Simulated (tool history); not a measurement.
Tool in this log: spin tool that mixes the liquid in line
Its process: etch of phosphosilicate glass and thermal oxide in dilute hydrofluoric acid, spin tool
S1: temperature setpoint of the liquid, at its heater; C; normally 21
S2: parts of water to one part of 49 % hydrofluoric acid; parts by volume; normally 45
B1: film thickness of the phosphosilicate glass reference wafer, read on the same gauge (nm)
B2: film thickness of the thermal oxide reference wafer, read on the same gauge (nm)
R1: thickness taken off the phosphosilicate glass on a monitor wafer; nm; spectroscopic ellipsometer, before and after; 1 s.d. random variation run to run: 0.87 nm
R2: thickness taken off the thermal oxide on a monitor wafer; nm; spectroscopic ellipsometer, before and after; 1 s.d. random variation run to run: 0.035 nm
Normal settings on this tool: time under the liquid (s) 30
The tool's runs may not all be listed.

{"run": 1, "hour": 0.0, "S1": 21, "S2": 40, "time under the liquid (s)": 30, "B1": 30.02, "B2": 130.006, "R1": 129.34, "R2": 3.546}
{"run": 2, "hour": 48.1, "S1": 19, "S2": 45, "time under the liquid (s)": 30, "B1": 29.98, "B2": 130.011, "R1": 105.12, "R2": 2.844}
{"hour": 76.4, "done": "thermometer replaced"}
{"run": 3, "hour": 89.3, "S1": 24, "S2": 45, "time under the liquid (s)": 30, "B1": 30.01, "B2": 129.968, "R1": 135.31, "R2": 3.687}
{"run": 4, "hour": 255.7, "S1": 21, "S2": 45, "time under the liquid (s)": 30, "B1": 30, "B2": 130.006, "R1": 118.02, "R2": 3.23}
{"run": 5, "hour": 357.0, "S1": 17, "S2": 60, "time under the liquid (s)": 30, "B1": 29.98, "B2": 129.966, "R1": 73.6, "R2": 2.002}
{"run": 6, "hour": 408.5, "S1": 21, "S2": 30, "time under the liquid (s)": 25, "B1": 30.01, "B2": 130.026, "R1": 151.98, "R2": 4.114}
{"hour": 455.0, "done": "hydrofluoric acid flow meter replaced"}
{"run": 7, "hour": 576.2, "S1": 21, "S2": 25, "time under the liquid (s)": 30, "B1": 30.02, "B2": 130.04, "R1": 220.32, "R2": 5.941}
{"run": 8, "hour": 629.2, "S1": 25.5, "S2": 65, "time under the liquid (s)": 20, "B1": 30.01, "B2": 129.995, "R1": 64.21, "R2": 1.745}
{"run": 9, "hour": 720.7, "S1": 21, "S2": 45, "time under the liquid (s)": 45, "B1": 30, "B2": 130.031, "R1": 178.51, "R2": 4.779}
{"run": 10, "hour": 774.1, "S1": 21, "S2": 60, "time under the liquid (s)": 30, "B1": 30.01, "B2": 130.026, "R1": 86.69, "R2": 2.341}
{"run": 11, "hour": 814.2, "S1": 21, "S2": 45, "time under the liquid (s)": 30, "B1": 29.99, "B2": 129.971, "R1": 116.13, "R2": 3.189}
{"run": 12, "hour": 850.5, "S1": 19.5, "S2": 35, "time under the liquid (s)": 50, "B1": 30, "B2": 129.991, "R1": 240.23, "R2": 6.533}
{"run": 13, "hour": 957.0, "S1": 21, "S2": 45, "time under the liquid (s)": 20, "B1": 30.01, "B2": 130.019, "R1": 78.76, "R2": 2.168}
{"run": 14, "hour": 995.2, "S1": 21, "S2": 45, "time under the liquid (s)": 30, "B1": 29.99, "B2": 129.992, "R1": 116.3, "R2": 3.198}
{"run": 15, "hour": 1043.9, "S1": 17.5, "S2": 55, "time under the liquid (s)": 30, "B1": 30, "B2": 130.027, "R1": 81.93, "R2": 2.227}
{"run": 16, "hour": 1116.1, "S1": 23, "S2": 55, "time under the liquid (s)": 20, "B1": 30.01, "B2": 129.969, "R1": 68.63, "R2": 1.848}
{"run": 17, "hour": 1241.1, "S1": 21, "S2": 45, "time under the liquid (s)": 30, "B1": 29.99, "B2": 129.945, "R1": 118.25, "R2": 3.203}
{"run": 18, "hour": 1324.8, "S1": 25.5, "S2": 60, "time under the liquid (s)": 25, "B1": 29.99, "B2": 130.032, "R1": 86.65, "R2": 2.333}
{"run": 19, "hour": 1364.0, "S1": 21, "S2": 30, "time under the liquid (s)": 30, "B1": 29.98, "B2": 130.001, "R1": 178.16, "R2": 4.842}
{"run": 20, "hour": 1431.7, "S1": 18, "S2": 55, "time under the liquid (s)": 30, "B1": 30.02, "B2": 129.981, "R1": 82.81, "R2": 2.27}
{"run": 21, "hour": 1513.3, "S1": 18.5, "S2": 45, "time under the liquid (s)": 30, "B1": 29.98, "B2": 129.958, "R1": 106.53, "R2": 2.863}
{"run": 22, "hour": 1613.6, "S1": 25.5, "S2": 50, "time under the liquid (s)": 15, "B1": 30, "B2": 130, "R1": 63.16, "R2": 1.675}
{"run": 23, "hour": 1678.6, "S1": 21, "S2": 65, "time under the liquid (s)": 15, "B1": 30.02, "B2": 130.01, "R1": 39.76, "R2": 1.069}
{"run": 24, "hour": 1774.4, "S1": 17, "S2": 30, "time under the liquid (s)": 15, "B1": 29.99, "B2": 129.98, "R1": 73.95, "R2": 2.071}
{"run": 25, "hour": 1827.5, "S1": 17.5, "S2": 25, "time under the liquid (s)": 30, "B1": 29.99, "B2": 129.987, "R1": 185.46, "R2": 5.024}
{"run": 26, "hour": 1906.7, "S1": 21, "S2": 45, "time under the liquid (s)": 30, "B1": 30, "B2": 129.926, "R1": 116.52, "R2": 3.162}

4 ways to go on from here, each from the tool as it stands after run 26. What would each give?
{"run": "A", "hour": 1907.1, "S1": 21, "S2": 50, "time under the liquid (s)": 30, "B1": "?", "B2": "?", "R1": "?", "R2": "?"}
{"run": "B", "hour": 1907.1, "S1": 24.5, "S2": 45, "time under the liquid (s)": 20, "B1": "?", "B2": "?", "R1": "?", "R2": "?"}
{"run": "C", "hour": 1907.1, "S1": 19.5, "S2": 55, "time under the liquid (s)": 15, "B1": "?", "B2": "?", "R1": "?", "R2": "?"}
{"run": "D", "hour": 1907.1, "S1": 19.5, "S2": 55, "time under the liquid (s)": 40, "B1": "?", "B2": "?", "R1": "?", "R2": "?"}

run=A B1=30.01 B2=130.04 R1=105.39 R2=2.861
run=B B1=30.01 B2=130.04 R1=90.94 R2=2.469
run=C B1=30.01 B2=130.04 R1=44.68 R2=1.213
run=D B1=30.01 B2=130.04 R1=119.15 R2=3.235
Had the tool no hidden state, the same runs would have come out as:
run=A R1=107.46 R2=2.917
run=B R1=92.68 R2=2.516
run=C R1=45.56 R2=1.237
run=D R1=121.5 R2=3.299
